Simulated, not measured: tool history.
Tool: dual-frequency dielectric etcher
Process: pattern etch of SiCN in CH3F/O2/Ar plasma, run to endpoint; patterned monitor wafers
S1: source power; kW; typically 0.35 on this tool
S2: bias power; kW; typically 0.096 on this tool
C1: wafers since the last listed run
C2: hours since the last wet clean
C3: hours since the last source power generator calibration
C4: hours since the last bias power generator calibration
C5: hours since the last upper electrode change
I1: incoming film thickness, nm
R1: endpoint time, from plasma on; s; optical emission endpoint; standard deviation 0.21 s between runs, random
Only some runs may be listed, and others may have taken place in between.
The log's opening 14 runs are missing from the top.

run	day	S1	S2	C1	C2	C3	C4	C5	I1	R1
15	17.054	0.35	0.096	575	338.9	3619	3932.4	65.9	9.61	23.1
# day 17.392: bias power generator calibrated
16	20.042	0.39	0.096	1183	410.6	3690.7	63.6	137.6	9.71	22.6
17	20.625	0.38	0.082	244	424.6	3704.7	77.6	151.6	9.7	23.2
18	22.046	0.29	0.105	596	458.7	3738.8	111.7	185.7	9.58	23.3
19	23.054	0.43	0.109	423	482.9	3763	135.9	209.9	9.75	20.7
# day 24.342: wet clean of the chamber
20	24.362	0.3	0.079	129	0.5	3794.4	167.3	241.3	9.76	26.8
21	24.475	0.32	0.085	47	3.2	3797.1	170	244	9.71	25.4
22	25.712	0.35	0.079	519	32.9	3826.8	199.7	273.7	9.79	25.8
23	26.658	0.39	0.096	396	55.6	3849.5	222.4	296.4	9.61	23.2
24	27.925	0.35	0.079	531	86	3879.9	252.8	326.8	9.73	25.7
# day 28.671: source power generator calibrated
25	28.692	0.35	0.096	251	104.4	0.5	271.2	345.2	9.7	23.9
26	29.342	0.39	0.102	272	120	16.1	286.8	360.8	9.75	23.4
27	29.862	0.42	0.109	218	132.5	28.6	299.3	373.3	9.8	21.6
28	30.579	0.35	0.104	300	149.7	45.8	316.5	390.5	9.74	23.1
29	31.679	0.29	0.109	461	176.1	72.2	342.9	416.9	9.7	24.2
30	32.925	0.35	0.089	522	206	102.1	372.8	446.8	9.69	24.4
31	35.417	0.35	0.111	1045	265.8	161.9	432.6	506.6	9.62	22.5
32	36.746	0.4	0.089	557	297.7	193.8	464.5	538.5	9.75	23.1

Alternative continuations, all from the tool just after run 32; predict every row:
A	36.762	0.35	0.096	6	298.1	194.2	464.9	538.9	9.63	?
B	36.762	0.39	0.08	6	298.1	194.2	464.9	538.9	9.63	?
C	36.762	0.31	0.081	6	298.1	194.2	464.9	538.9	9.63	?
D	36.762	0.39	0.106	6	298.1	194.2	464.9	538.9	9.63	?
E	36.762	0.35	0.113	6	298.1	194.2	464.9	538.9	9.63	?

run	R1
A	23.1
B	23.5
C	25
D	21.8
E	22
Without the tool's unlogged condition, the same runs would have read:
run	R1
A	23.8
B	24.3
C	25.8
D	22.5
E	22.8

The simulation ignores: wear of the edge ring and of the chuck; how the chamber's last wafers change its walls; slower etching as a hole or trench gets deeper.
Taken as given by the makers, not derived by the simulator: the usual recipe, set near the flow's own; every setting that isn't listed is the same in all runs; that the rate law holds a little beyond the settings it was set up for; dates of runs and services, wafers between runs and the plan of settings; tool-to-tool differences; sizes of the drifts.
